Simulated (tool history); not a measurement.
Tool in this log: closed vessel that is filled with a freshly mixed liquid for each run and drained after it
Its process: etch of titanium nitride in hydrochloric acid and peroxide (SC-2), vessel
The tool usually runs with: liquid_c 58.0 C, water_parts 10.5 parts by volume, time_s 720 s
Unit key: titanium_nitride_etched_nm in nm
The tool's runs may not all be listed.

run    hour  liquid_c  water_parts  time_s  wafers since the last listed run  hours since the thermometer was replaced  hours since the chemicals flow meter was replaced  hours since the drum of peroxide was connected  hours since the gauge calibration  read-back film thickness of the titanium nitride reference wafer, read on the same gauge (nm)  titanium_nitride_etched_nm
  1     0.0      58.0         10.5     720                                 0                                     368.3                                              525.3                                           486.8                             2481.3                                                                                          40.01                       22.36
  2    73.2      51.0         10.5     720                              2876                                     441.5                                              598.5                                           560.0                             2554.5                                                                                          39.99                       14.21
  3   159.7      51.0         10.5     720                              3398                                     528.0                                              685.0                                           646.5                             2641.0                                                                                          39.99                       14.57
  4   235.5      51.0         10.5     720                              2978                                     603.8                                              760.8                                           722.3                             2716.8                                                                                          39.97                       14.39
      314.4  -- chemicals flow meter replaced
  5   329.8      58.0         14.0     830                              3665                                     698.1                                               15.4                                           816.6                             2811.1                                                                                          39.98                       20.67
      334.4  -- thermometer replaced
  6   367.8      58.0         12.0     720                              1453                                      33.4                                               53.4                                           854.6                             2849.1                                                                                          39.98                       19.05
  7   474.5      64.0          7.0     880                              4192                                     140.1                                              160.1                                           961.3                             2955.8                                                                                          40.03                       52.94
      502.3  -- new drum of peroxide connected
  8   515.1      58.0         10.5     720                              1555                                     180.7                                              200.7                                            12.8                             2996.4                                                                                          39.99                       22.33
  9   607.5      58.0          6.0     720                              3630                                     273.1                                              293.1                                           105.2                             3088.8                                                                                          40.00                       35.14
 10   697.7      58.0         10.5     420                              3544                                     363.3                                              383.3                                           195.4                             3179.0                                                                                          40.03                       13.16
 11   769.9      58.0         10.5     720                              2836                                     435.5                                              455.5                                           267.6                             3251.2                                                                                          40.02                       22.76
      787.5  -- gauge calibrated
 12   872.3      58.0         10.5    1030                              4023                                     537.9                                              557.9                                           370.0                               84.8                                                                                          39.98                       32.45
 13   939.8      65.0         13.5     360                              2652                                     605.4                                              625.4                                           437.5                              152.3                                                                                          39.98                       14.24
 14  1008.3      58.0         10.5     720                              2691                                     673.9                                              693.9                                           506.0                              220.8                                                                                          40.01                       23.11
     1086.8  -- thermometer replaced
     1091.4  -- chemicals flow meter replaced
 15  1111.7      58.0         10.5     720                              3984                                      24.9                                               20.3                                           609.4                              324.2                                                                                          40.00                       21.15
 16  1209.3      58.0         10.5     420                              3834                                     122.5                                              117.9                                           707.0                              421.8                                                                                          40.07                       12.47
 17  1250.5      55.0          8.5     895                              1618                                     163.7                                              159.1                                           748.2                              463.0                                                                                          40.01                       26.11
 18  1331.3      58.0         14.5     510                              3174                                     244.5                                              239.9                                           829.0                              543.8                                                                                          39.98                       11.54
 19  1407.6      61.5         13.0     720                              2997                                     320.8                                              316.2                                           905.3                              620.1                                                                                          40.00                       22.16
 20  1489.5      66.0          7.0     425                              3218                                     402.7                                              398.1                                           987.2                              702.0                                                                                          40.01                       29.18
 21  1540.3      58.0         10.5     720                              1996                                     453.5                                              448.9                                          1038.0                              752.8                                                                                          39.98                       21.92
 22  1613.7      50.0         10.5     560                              2884                                     526.9                                              522.3                                          1111.4                              826.2                                                                                          40.03                       10.10
 23  1675.8      66.0          9.0     860                              2440                                     589.0                                              584.4                                          1173.5                              888.3                                                                                          40.03                       48.42
     1707.9  -- new drum of peroxide connected
 24  1754.5      49.0         10.5     720                              3052                                     667.7                                              663.1                                            46.6                              967.0                                                                                          39.96                       13.10
     1768.5  -- thermometer replaced
 25  1850.1      58.0         10.5    1070                              3717                                      81.6                                              758.7                                           142.2                             1062.6                                                                                          40.02                       32.83
     1906.7  -- chemicals flow meter replaced
 26  1939.8      63.0         10.5     720                              3485                                     171.3                                               33.1                                           231.9                             1152.3                                                                                          39.98                       30.36
 27  2000.0      50.5         10.5     720                              2365                                     231.5                                               93.3                                           292.1                             1212.5                                                                                          39.99                       13.58
 28  2093.2      68.0         14.5     525                              3662                                     324.7                                              186.5                                           385.3                             1305.7                                                                                          39.96                       22.64

The tool's hidden state at each run:
chemicals flow above the setpoint (%): 0 at every run
gauge reads high (%): 0 at every run
H1: liquid hotter than its thermometer reads (K)
H2: peroxide weaker than its label (%)
run      H1     H2
  1     0.7   2.49
  2   0.825   2.86
  3   0.972    3.3
  4     1.1   3.68
  5    1.26   4.15
  6   0.151   4.34
  7   0.333   4.88
  8   0.402  0.889
  9   0.559   1.35
 10   0.713   1.81
 11   0.836   2.17
 12    1.01   2.69
 13    1.12   3.03
 14    1.24   3.37
 15  0.0714   3.89
 16   0.238   4.38
 17   0.308   4.59
 18   0.445   4.99
 19   0.575   5.38
 20   0.714   5.79
 21   0.801   6.05
 22   0.926   6.42
 23    1.03   6.73
 24    1.17   1.06
 25   0.179   1.54
 26   0.331      2
 27   0.434    2.3
 28   0.592   2.77
